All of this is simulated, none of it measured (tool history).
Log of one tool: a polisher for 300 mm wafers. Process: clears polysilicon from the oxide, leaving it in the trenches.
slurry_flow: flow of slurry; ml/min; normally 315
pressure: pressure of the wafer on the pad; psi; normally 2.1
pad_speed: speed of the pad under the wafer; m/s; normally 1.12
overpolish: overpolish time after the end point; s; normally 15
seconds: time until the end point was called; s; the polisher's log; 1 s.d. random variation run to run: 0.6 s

run    hour  slurry_flow  pressure  pad_speed  overpolish  incoming thickness of the incoming film, nm  seconds
  1     0.0          315       2.1       1.12          15                                        665.4     47.4
  2    40.1          315       2.1       1.12          15                                        656.9     47.3
       76.3  -- slurry nozzle cleaned
  3    82.4          315       2.4       1.12          15                                        664.7     41.4
  4   136.3          315       2.4       1.12          15                                        661.2     41.7
      170.0  -- worn pad replaced by a new one
  5   170.5          315       2.1       1.12          15                                        662.2     45.0
  6   240.2          315       2.1       1.12          15                                        654.9     45.3
  7   266.1          315       2.1       1.12          15                                        656.9     46.7
  8   334.3          315       2.1       1.12          15                                        655.6     46.0
  9   377.5          315       2.1       1.12          15                                        658.2     47.9
 10   413.3          315       2.1       1.12          15                                        658.3     47.7
 11   481.2          315       2.1       0.88          18                                        655.5     60.3
 12   525.3          315       2.1       0.88          18                                        657.3     61.8
      533.8  -- slurry nozzle cleaned
      568.5  -- worn pad replaced by a new one
 13   581.3          315       2.1       0.88          18                                        659.3     58.8
 14   640.3          255       2.1       1.12          15                                        666.3     48.3
 15   684.0          315       2.1       1.12          23                                        658.0     47.2
 16   721.9          420       2.1       1.12          15                                        660.5     46.5
 17   787.4          400       2.1       1.36          24                                        662.5     38.3
 18   815.4          315       2.1       1.12          15                                        646.0     45.8
 19   870.2          315       2.1       1.12          15                                        653.0     48.6
 20   900.4          315       2.1       1.12          15                                        653.3     47.5
      924.7  -- slurry nozzle cleaned
      927.5  -- worn pad replaced by a new one
 21   938.5          315       2.1       1.12          15                                        665.6     45.3
 22   988.5          425       2.5       0.86          19                                        652.0     48.0
 23  1060.2          275       2.1       1.32          15                                        650.7     39.3
 24  1194.7          315       2.8       1.12          15                                        656.0     35.7
     1206.7  -- head pressure recalibrated
 25  1230.2          315       1.6       1.12          12                                        659.0     62.0
 26  1265.4          415       2.1       1.12          15                                        648.6     45.3
 27  1291.0          315       2.1       1.12          15                                        664.7     47.6
     1292.7  -- slurry nozzle cleaned
     1297.3  -- worn pad replaced by a new one
 28  1333.5          315       2.1       1.12          15                                        657.9     45.1
 29  1383.3          315       2.1       1.12          15                                        661.1     47.5
 30  1447.1          400       2.1       1.36          24                                        653.8     39.2
 31  1500.5          345       2.1       1.12          15                                        656.6     47.5
 32  1526.7          220       2.4       0.86          15                                        664.4     56.1
 33  1594.4          360       2.8       1.34           9                                        660.9     30.0
 34  1636.1          315       2.1       1.12          15                                        667.7     48.7
     1650.4  -- worn pad replaced by a new one
 35  1706.1          315       1.5       1.12          18                                        670.5     65.6

Selected run-to-run steps in seconds, each split into two signed amounts: the part the tool would show with no hidden state at all (from settings, incoming material and random variation), and the remainder, which goes to the hidden state together with any gauge scatter not common to the measured and the hidden-state-free results:
The hidden state here: removal rate lost through wear of the pad, %; slurry flow missing at the pad, %; deviation of the head's pressure from its setpoint, %.
Run 4 -> 5: pressure 2.4 -> 2.1, worn pad replaced by a new one. seconds +3.3 s: hidden state -2.6, all else +5.9.
Run 12 -> 13: slurry nozzle cleaned, worn pad replaced by a new one. seconds -3.0 s: hidden state -3.5, all else +0.5.
Run 20 -> 21: slurry nozzle cleaned, worn pad replaced by a new one. seconds -2.2 s: hidden state -2.9, all else +0.7.
Run 24 -> 25: pressure 2.8 -> 1.6, overpolish 15 -> 12, head pressure recalibrated. seconds +26.3 s: hidden state +1.8, all else +24.5.
Run 32 -> 33: slurry_flow 220 -> 360, pressure 2.4 -> 2.8, pad_speed 0.86 -> 1.34, overpolish 15 -> 9. seconds -26.1 s: hidden state -1.7, all else -24.4.
Run 33 -> 34: slurry_flow 360 -> 315, pressure 2.8 -> 2.1, pad_speed 1.34 -> 1.12, overpolish 9 -> 15. seconds +18.7 s: hidden state +1.5, all else +17.2.

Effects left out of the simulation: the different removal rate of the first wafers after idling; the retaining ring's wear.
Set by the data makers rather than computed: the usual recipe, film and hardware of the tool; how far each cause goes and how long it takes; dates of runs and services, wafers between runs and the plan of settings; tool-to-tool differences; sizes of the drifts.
